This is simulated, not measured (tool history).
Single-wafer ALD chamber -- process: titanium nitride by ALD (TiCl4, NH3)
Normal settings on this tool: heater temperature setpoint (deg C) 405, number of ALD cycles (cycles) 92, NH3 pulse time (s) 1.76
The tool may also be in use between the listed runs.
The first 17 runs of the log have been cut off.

run	day	heater temperature setpoint (deg C)	number of ALD cycles (cycles)	NH3 pulse time (s)	wafers since the last listed run	hours since the last thermocouple change	hours since the showerhead was replaced	hours since the gauge calibration	read-back reference wafer on the same gauge, thickness_nm	mean film thickness on the monitor wafer (Å)
18	12.688	409	92	2.22	28	49.1	31.3	237.3	1.78	20.85
19	13.417	400	101	1.76	59	66.6	48.8	254.8	1.781	22.57
# day 13.908: gauge calibrated
20	14.104	416	83	2.21	56	83.1	65.3	4.7	1.781	18.89
21	14.742	391	92	1.76	52	98.4	80.6	20	1.78	20.37
22	15.092	405	92	1.76	28	106.8	89	28.4	1.779	20.63
23	15.646	401	107	1.35	45	120.1	102.3	41.7	1.781	23.62
24	16.204	405	92	1.39	45	133.5	115.7	55.1	1.782	20.48
25	16.571	413	75	1.76	29	142.3	124.5	63.9	1.777	17.02
26	17.304	405	92	1.76	59	159.9	142.1	81.5	1.782	20.69
27	17.858	416	83	2.21	45	173.2	155.4	94.8	1.78	18.83
28	18.383	405	97	1.76	42	185.8	168	107.4	1.78	21.81
29	18.692	405	92	1.22	25	193.2	175.4	114.8	1.78	20.31

Run 30 is up next; what results do you expect?
30	19.358	405	81	2.26	54	209.2	191.4	130.8	?	?

read-back reference wafer on the same gauge, thickness_nm: 1.78
mean film thickness on the monitor wafer (Å): 18.37
Had the tool carried no hidden state, the very same run would have given mean film thickness on the monitor wafer (Å) 18.37.

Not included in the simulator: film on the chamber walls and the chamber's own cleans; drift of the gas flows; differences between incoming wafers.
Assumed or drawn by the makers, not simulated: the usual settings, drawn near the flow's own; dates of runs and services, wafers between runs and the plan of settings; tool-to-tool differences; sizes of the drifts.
